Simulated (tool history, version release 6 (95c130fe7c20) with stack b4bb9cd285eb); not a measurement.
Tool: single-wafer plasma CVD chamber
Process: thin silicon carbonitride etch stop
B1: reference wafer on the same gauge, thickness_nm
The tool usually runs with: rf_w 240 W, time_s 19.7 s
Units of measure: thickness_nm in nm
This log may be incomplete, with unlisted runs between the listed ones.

{"run": 1, "day": 0.0, "rf_w": 225, "time_s": 19.7, "B1": 13.382, "thickness_nm": 12.26}
{"run": 2, "day": 2.204, "rf_w": 225, "time_s": 19.7, "B1": 13.388, "thickness_nm": 12.252}
{"run": 3, "day": 5.125, "rf_w": 225, "time_s": 19.7, "B1": 13.391, "thickness_nm": 12.252}
{"run": 4, "day": 7.458, "rf_w": 240, "time_s": 19.7, "B1": 13.39, "thickness_nm": 12.331}
{"run": 5, "day": 10.558, "rf_w": 240, "time_s": 19.7, "B1": 13.392, "thickness_nm": 12.343}
{"run": 6, "day": 14.792, "rf_w": 240, "time_s": 19.7, "B1": 13.407, "thickness_nm": 12.328}
{"run": 7, "day": 18.008, "rf_w": 270, "time_s": 19.7, "B1": 13.415, "thickness_nm": 12.687}
{"run": 8, "day": 22.146, "rf_w": 270, "time_s": 19.7, "B1": 13.407, "thickness_nm": 12.699}
{"run": 9, "day": 25.425, "rf_w": 270, "time_s": 19.7, "B1": 13.407, "thickness_nm": 12.623}
{"run": 10, "day": 28.375, "rf_w": 240, "time_s": 19.7, "B1": 13.402, "thickness_nm": 12.269}
{"run": 11, "day": 33.379, "rf_w": 240, "time_s": 19.7, "B1": 13.404, "thickness_nm": 12.3}
{"day": 33.758, "done": "gauge calibrated"}
{"run": 12, "day": 35.088, "rf_w": 240, "time_s": 15.9, "B1": 13.396, "thickness_nm": 9.929}
{"day": 36.883, "done": "thermocouple changed; heater temperature recalibrated"}
{"run": 13, "day": 37.496, "rf_w": 205, "time_s": 22, "B1": 13.42, "thickness_nm": 13.289}
{"day": 37.933, "done": "showerhead replaced"}
{"run": 14, "day": 39.55, "rf_w": 240, "time_s": 19.7, "B1": 13.394, "thickness_nm": 12.302}
{"run": 15, "day": 42.829, "rf_w": 240, "time_s": 19.7, "B1": 13.413, "thickness_nm": 12.248}
{"day": 44.95, "done": "RF generator calibrated"}
{"run": 16, "day": 45.633, "rf_w": 220, "time_s": 21.5, "B1": 13.411, "thickness_nm": 13.045}

For run 17, what comes out?
{"run": 17, "day": 48.717, "rf_w": 240, "time_s": 19.7, "B1": "?", "thickness_nm": "?"}

{"run 17": {"B1": 13.407, "thickness_nm": 12.152}}
Had the tool carried no hidden state, the very same run would have given thickness_nm 12.418 nm.
